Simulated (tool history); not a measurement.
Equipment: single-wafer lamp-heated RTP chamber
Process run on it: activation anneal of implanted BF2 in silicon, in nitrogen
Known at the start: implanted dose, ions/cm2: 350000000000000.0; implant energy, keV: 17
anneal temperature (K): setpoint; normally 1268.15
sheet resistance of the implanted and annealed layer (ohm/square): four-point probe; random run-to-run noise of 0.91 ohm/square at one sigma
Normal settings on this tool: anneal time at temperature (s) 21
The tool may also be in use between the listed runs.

| run | hour | anneal temperature (K) | anneal time at temperature (s) | read-back reference wafer on the same gauge, sheet resistance | sheet resistance of the implanted and annealed layer (ohm/square) |
|---|---|---|---|---|---|
| 1 | 0.0 | 1290.15 | 21 | 354.01 | 357.53 |
| 2 | 37.5 | 1290.15 | 21 | 354.20 | 357.56 |
| 3 | 94.8 | 1268.15 | 21 | 354.83 | 363.48 |
| 4 | 162.4 | 1246.15 | 14 | 354.91 | 383.57 |
| 5 | 187.1 | 1246.15 | 14 | 355.64 | 383.91 |
| 6 | 234.4 | 1268.15 | 21 | 355.79 | 364.03 |
|  | 263.1 | pyrometer window cleaned and pyrometer calibrated |
| 7 | 294.6 | 1268.15 | 21 | 356.12 | 364.93 |
| 8 | 415.6 | 1268.15 | 21 | 357.00 | 364.55 |
| 9 | 453.3 | 1286.15 | 21 | 357.16 | 361.00 |
| 10 | 514.4 | 1268.15 | 21 | 357.62 | 364.10 |
| 11 | 543.9 | 1290.15 | 31 | 357.81 | 356.58 |
| 12 | 597.8 | 1268.15 | 21 | 358.39 | 366.43 |
|  | 641.4 | reflector plate cleaned |
| 13 | 716.0 | 1254.15 | 12 | 359.01 | 379.93 |
| 14 | 787.9 | 1284.15 | 21 | 359.96 | 363.54 |
|  | 815.3 | gauge calibrated |
| 15 | 829.2 | 1268.15 | 18 | 348.31 | 357.10 |
|  | 842.1 | pyrometer window cleaned and pyrometer calibrated |
| 16 | 854.2 | 1258.15 | 21 | 348.41 | 361.65 |
| 17 | 925.6 | 1283.15 | 21 | 348.87 | 352.45 |
| 18 | 988.9 | 1242.15 | 28 | 349.43 | 371.47 |
| 19 | 1017.6 | 1243.15 | 21 | 349.79 | 376.33 |
| 20 | 1044.3 | 1243.15 | 12 | 349.76 | 384.42 |
| 21 | 1080.7 | 1281.15 | 30 | 350.17 | 352.11 |
| 22 | 1108.0 | 1278.15 | 14 | 350.39 | 359.27 |
| 23 | 1169.8 | 1241.15 | 15 | 351.06 | 386.86 |
| 24 | 1195.2 | 1240.15 | 21 | 350.75 | 380.79 |
| 25 | 1260.4 | 1268.15 | 28 | 351.75 | 357.76 |
| 26 | 1326.7 | 1256.15 | 13 | 352.10 | 370.25 |
| 27 | 1384.3 | 1248.15 | 33 | 352.53 | 369.13 |
|  | 1394.1 | pyrometer window cleaned and pyrometer calibrated |
| 28 | 1424.7 | 1291.15 | 30 | 352.78 | 353.31 |
| 29 | 1450.6 | 1268.15 | 21 | 352.74 | 362.44 |
| 30 | 1510.1 | 1290.15 | 21 | 353.52 | 355.55 |
| 31 | 1557.4 | 1282.15 | 31 | 353.74 | 354.32 |
| 32 | 1692.2 | 1268.15 | 21 | 354.64 | 364.17 |
| 33 | 1762.1 | 1268.15 | 25 | 355.57 | 362.40 |

Below are 3 alternative next runs, each starting from the tool's condition after run 33. Predict each:
| A | 1762.5 | 1289.15 | 21 | ? | ? |
| B | 1762.5 | 1268.15 | 27 | ? | ? |
| C | 1762.5 | 1242.15 | 21 | ? | ? |

| run | read-back reference wafer on the same gauge, sheet resistance | sheet resistance of the implanted and annealed layer (ohm/square) |
|---|---|---|
| A | 355.36 | 357.56 |
| B | 355.36 | 360.74 |
| C | 355.36 | 383.27 |
Stripped of hidden state, with their random variation kept, the same runs would have yielded:
| run | sheet resistance of the implanted and annealed layer (ohm/square) |
|---|---|
| A | 352.32 |
| B | 355.46 |
| C | 377.66 |
